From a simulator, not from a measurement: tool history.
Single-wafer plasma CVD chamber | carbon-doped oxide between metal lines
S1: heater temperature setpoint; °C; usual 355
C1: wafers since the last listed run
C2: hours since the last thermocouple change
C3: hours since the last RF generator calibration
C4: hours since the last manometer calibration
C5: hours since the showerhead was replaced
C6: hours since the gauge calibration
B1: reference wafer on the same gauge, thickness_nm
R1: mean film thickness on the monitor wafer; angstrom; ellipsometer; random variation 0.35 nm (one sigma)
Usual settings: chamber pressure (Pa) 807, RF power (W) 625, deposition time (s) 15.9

Run 1, hour 0.0: usual settings; C1 0; C2 1127.3; C3 53.0; C4 792.7; C5 6146.3; C6 680.9; B1 113.136. Result: R1 893.13 angstrom.
At hour 59.6: thermocouple changed; heater temperature recalibrated.
Run 2, hour 65.5: usual settings; C1 2409; C2 5.9; C3 118.5; C4 858.2; C5 6211.8; C6 746.4; B1 113.139. Result: R1 891.74 angstrom.
Run 3, hour 138.4: usual settings; C1 3055; C2 78.8; C3 191.4; C4 931.1; C5 6284.7; C6 819.3; B1 113.166. Result: R1 897.23 angstrom.
Run 4, hour 243.3: usual settings; C1 4396; C2 183.7; C3 296.3; C4 1036.0; C5 6389.6; C6 924.2; B1 113.165. Result: R1 890.80 angstrom.
Run 5, hour 327.5: usual settings; C1 3529; C2 267.9; C3 380.5; C4 1120.2; C5 6473.8; C6 1008.4; B1 113.135. Result: R1 890.11 angstrom.
Run 6, hour 383.6: usual settings; C1 2351; C2 324.0; C3 436.6; C4 1176.3; C5 6529.9; C6 1064.5; B1 113.193. Result: R1 893.51 angstrom.
Run 7, hour 464.1: usual settings; C1 3373; C2 404.5; C3 517.1; C4 1256.8; C5 6610.4; C6 1145.0; B1 113.270. Result: R1 892.99 angstrom.
At hour 480.5: RF generator calibrated, repeated, since the last time left the tool worse.
Run 8, hour 561.3: usual settings but S1 348 °C, RF power (W) 715; C1 3738; C2 501.7; C3 80.8; C4 1354.0; C5 6707.6; C6 1242.2; B1 113.412. Result: R1 1042.94 angstrom.
Run 9, hour 660.4: usual settings; C1 4153; C2 600.8; C3 179.9; C4 1453.1; C5 6806.7; C6 1341.3; B1 113.211. Result: R1 943.11 angstrom.
Run 10, hour 731.1: usual settings but S1 342 °C, chamber pressure (Pa) 892, deposition time (s) 18.5; C1 2963; C2 671.5; C3 250.6; C4 1523.8; C5 6877.4; C6 1412.0; B1 113.198. Result: R1 1141.78 angstrom.
At hour 794.1: gauge calibrated.
Run 11, hour 822.2: usual settings; C1 3818; C2 762.6; C3 341.7; C4 1614.9; C5 6968.5; C6 28.1; B1 113.231. Result: R1 941.35 angstrom.
At hour 858.5: capacitance manometer re-zeroed and calibrated.
Run 12, hour 910.6: usual settings but chamber pressure (Pa) 625, deposition time (s) 13.9; C1 3369; C2 851.0; C3 430.1; C4 52.1; C5 7056.9; C6 116.5; B1 113.165. Result: R1 791.08 angstrom.
Run 13, hour 994.9: usual settings but S1 363 °C, deposition time (s) 13.6; C1 3533; C2 935.3; C3 514.4; C4 136.4; C5 7141.2; C6 200.8; B1 113.272. Result: R1 791.72 angstrom.
Run 14, hour 1034.4: usual settings but S1 365 °C, chamber pressure (Pa) 923, RF power (W) 580, deposition time (s) 14.0; C1 1655; C2 974.8; C3 553.9; C4 175.9; C5 7180.7; C6 240.3; B1 113.245. Result: R1 785.36 angstrom.
Run 15, hour 1090.1: usual settings but chamber pressure (Pa) 749, deposition time (s) 18.4; C1 2334; C2 1030.5; C3 609.6; C4 231.6; C5 7236.4; C6 296.0; B1 113.146. Result: R1 1072.87 angstrom.
Run 16, hour 1132.4: usual settings but chamber pressure (Pa) 644; C1 1772; C2 1072.8; C3 651.9; C4 273.9; C5 7278.7; C6 338.3; B1 113.254. Result: R1 902.63 angstrom.
At hour 1226.5: showerhead replaced.
Run 17, hour 1230.1: usual settings; C1 3759; C2 1170.5; C3 749.6; C4 371.6; C5 3.6; C6 436.0; B1 113.209. Result: R1 940.79 angstrom.
Run 18, hour 1285.4: usual settings; C1 2317; C2 1225.8; C3 804.9; C4 426.9; C5 58.9; C6 491.3; B1 113.240. Result: R1 936.95 angstrom.
Run 19, hour 1343.0: usual settings but deposition time (s) 14.1; C1 2414; C2 1283.4; C3 862.5; C4 484.5; C5 116.5; C6 548.9; B1 113.290. Result: R1 832.89 angstrom.
At hour 1417.8: thermocouple changed; heater temperature recalibrated.
Run 20, hour 1446.4: usual settings; C1 3998; C2 28.6; C3 965.9; C4 587.9; C5 219.9; C6 652.3; B1 113.179. Result: R1 934.95 angstrom.
Run 21, hour 1547.2: usual settings but chamber pressure (Pa) 709; C1 4224; C2 129.4; C3 1066.7; C4 688.7; C5 320.7; C6 753.1; B1 113.286. Result: R1 908.69 angstrom.
Run 22, hour 1608.6: usual settings; C1 2573; C2 190.8; C3 1128.1; C4 750.1; C5 382.1; C6 814.5; B1 113.210. Result: R1 925.86 angstrom.
Run 23, hour 1677.6: usual settings but deposition time (s) 18.2; C1 2891; C2 259.8; C3 1197.1; C4 819.1; C5 451.1; C6 883.5; B1 113.152. Result: R1 1062.79 angstrom.
Run 24, hour 1745.1: usual settings but chamber pressure (Pa) 1004, RF power (W) 580; C1 2829; C2 327.3; C3 1264.6; C4 886.6; C5 518.6; C6 951.0; B1 113.222. Result: R1 898.45 angstrom.
Run 25, hour 1847.6: usual settings but S1 345 °C, chamber pressure (Pa) 752, deposition time (s) 13.8; C1 4296; C2 429.8; C3 1367.1; C4 989.1; C5 621.1; C6 1053.5; B1 113.267. Result: R1 813.62 angstrom.
Run 26, hour 1903.8: usual settings but S1 348 °C, chamber pressure (Pa) 889, RF power (W) 715; C1 2355; C2 486.0; C3 1423.3; C4 1045.3; C5 677.3; C6 1109.7; B1 113.170. Result: R1 1037.10 angstrom.
Run 27, hour 1949.6: usual settings; C1 1919; C2 531.8; C3 1469.1; C4 1091.1; C5 723.1; C6 1155.5; B1 113.220. Result: R1 926.12 angstrom.
Run 28, hour 2044.3: usual settings but S1 350 °C; C1 3969; C2 626.5; C3 1563.8; C4 1185.8; C5 817.8; C6 1250.2; B1 113.189. Result: R1 932.60 angstrom.
Run 29, hour 2107.7: usual settings; C1 2657; C2 689.9; C3 1627.2; C4 1249.2; C5 881.2; C6 1313.6; B1 113.220. Result: R1 921.18 angstrom.

3 ways to go on from here, each from the tool as it stands after run 29. What would each give?
Run A, hour 2108.1: usual settings; C1 16; C2 690.3; C3 1627.6; C4 1249.6; C5 881.6; C6 1314.0; B1 ?. Result: R1 ?.
Run B, hour 2108.1: usual settings but chamber pressure (Pa) 883, RF power (W) 520, deposition time (s) 18.3; C1 16; C2 690.3; C3 1627.6; C4 1249.6; C5 881.6; C6 1314.0; B1 ?. Result: R1 ?.
Run C, hour 2108.1: usual settings but deposition time (s) 14.0; C1 16; C2 690.3; C3 1627.6; C4 1249.6; C5 881.6; C6 1314.0; B1 ?. Result: R1 ?.

run       B1      R1
  A  113.019  920.60
  B  113.019  943.04
  C  113.019  812.36
Without the tool's hidden state the same runs would have given:
run      R1
  A  946.91
  B  971.01
  C  835.57

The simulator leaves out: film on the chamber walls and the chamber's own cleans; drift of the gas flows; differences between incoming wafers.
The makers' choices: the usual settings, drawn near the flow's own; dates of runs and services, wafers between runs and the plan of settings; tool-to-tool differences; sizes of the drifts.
